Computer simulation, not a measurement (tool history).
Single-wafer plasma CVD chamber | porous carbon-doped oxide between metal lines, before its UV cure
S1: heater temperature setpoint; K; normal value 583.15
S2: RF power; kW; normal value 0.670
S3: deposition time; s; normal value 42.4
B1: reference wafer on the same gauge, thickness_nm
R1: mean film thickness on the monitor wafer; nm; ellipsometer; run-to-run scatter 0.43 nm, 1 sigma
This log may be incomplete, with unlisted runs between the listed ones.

run 1 day=0.000 | S1=583.15 S2=0.670 S3=42.4 | B1=247.100 | R1=255.146
run 2 day=0.538 | S1=583.15 S2=0.670 S3=42.4 | B1=247.086 | R1=255.842
run 3 day=0.896 | S1=583.15 S2=0.670 S3=42.4 | B1=247.042 | R1=255.619
run 4 day=1.692 | S1=583.15 S2=0.565 S3=42.4 | B1=246.948 | R1=235.313
run 5 day=2.258 | S1=579.15 S2=0.670 S3=42.4 | B1=246.986 | R1=263.652
run 6 day=2.646 | S1=579.15 S2=0.670 S3=42.4 | B1=247.044 | R1=264.193
run 7 day=3.183 | S1=583.15 S2=0.670 S3=42.4 | B1=247.013 | R1=256.887
-- day=3.338 gauge calibrated
run 8 day=3.879 | S1=583.15 S2=0.670 S3=42.4 | B1=246.960 | R1=257.739
run 9 day=4.612 | S1=583.15 S2=0.670 S3=42.4 | B1=246.972 | R1=257.595
-- day=5.079 showerhead replaced, of another model than before
run 10 day=5.100 | S1=583.15 S2=0.595 S3=36.2 | B1=246.848 | R1=199.267

Expected results for the next run?
-- day=5.612 RF generator calibrated
run 11 day=5.633 | S1=583.15 S2=0.575 S3=50.6 | B1=? | R1=?

B1: 246.985
R1: 267.810 nm
Take away the tool's hidden state, keep the run-to-run variation as it was, and the same run would have given R1 259.914 nm.

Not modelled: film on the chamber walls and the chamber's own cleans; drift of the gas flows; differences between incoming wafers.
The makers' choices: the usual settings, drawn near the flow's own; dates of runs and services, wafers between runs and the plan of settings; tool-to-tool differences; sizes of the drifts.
